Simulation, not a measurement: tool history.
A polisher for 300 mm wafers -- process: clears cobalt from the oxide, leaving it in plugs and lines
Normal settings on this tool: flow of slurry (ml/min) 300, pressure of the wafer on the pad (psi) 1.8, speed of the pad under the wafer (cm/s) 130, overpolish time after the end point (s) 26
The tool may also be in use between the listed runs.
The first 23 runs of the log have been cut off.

run	hour	flow of slurry (ml/min)	pressure of the wafer on the pad (psi)	speed of the pad under the wafer (cm/s)	overpolish time after the end point (s)	wafers since the last listed run	wafers polished on this pad	hours since the slurry nozzle was cleaned	hours since the head pressure was calibrated	incoming thickness of the incoming film, nm	time until the end point was called (s)	dishing of a wide line in a test structure (angstrom)
24	1788.5	300	1.8	130	31	382	2352	243.6	1090.3	269.3	40.1	758
25	1836.0	300	1.8	168	31	418	2771	291.1	1137.8	267.1	31.2	770
# hour 1990.1: head pressure recalibrated
26	2142.9	300	1.8	96	26	2683	5454	598.0	152.8	267.5	56.4	654
# hour 2201.1: worn pad replaced by a new one
27	2208.4	300	1.8	130	17	541	64	663.5	218.3	264.9	40.2	606
28	2246.7	300	2.0	130	17	337	401	701.8	256.6	269.7	38.1	641
# hour 2259.1: slurry nozzle cleaned
29	2302.5	350	1.3	158	31	482	883	43.4	312.4	267.1	45.9	732
30	2374.3	300	1.8	130	26	631	1515	115.2	384.2	274.5	42.9	724
31	2475.7	300	1.3	130	26	892	2408	216.6	485.6	268.7	57.3	628
32	2520.7	260	1.8	130	26	396	2804	261.6	530.6	267.5	41.9	725
33	2587.4	300	1.3	130	26	587	3391	328.3	597.3	270.7	57.6	646

Consider 5 possible next runs. They are alternatives, not a sequence: every one starts from the tool as it was left by run 33. What does each give?
A	2587.8	300	1.8	130	26	3	3395	328.7	597.7	270.6	?	?
B	2587.8	200	2.2	130	26	3	3395	328.7	597.7	270.6	?	?
C	2587.8	230	2.2	162	16	3	3395	328.7	597.7	270.6	?	?
D	2587.8	300	1.8	142	26	3	3395	328.7	597.7	270.6	?	?
E	2587.8	235	1.3	156	26	3	3395	328.7	597.7	270.6	?	?

run	time until the end point was called (s)	dishing of a wide line in a test structure (angstrom)
A	41.4	716
B	35.2	745
C	27.9	694
D	37.9	733
E	48.8	679
Without the tool's hidden state the same runs would have given:
run	time until the end point was called (s)	dishing of a wide line in a test structure (angstrom)
A	43.4	706
B	37.0	737
C	29.2	683
D	39.7	724
E	51.2	667

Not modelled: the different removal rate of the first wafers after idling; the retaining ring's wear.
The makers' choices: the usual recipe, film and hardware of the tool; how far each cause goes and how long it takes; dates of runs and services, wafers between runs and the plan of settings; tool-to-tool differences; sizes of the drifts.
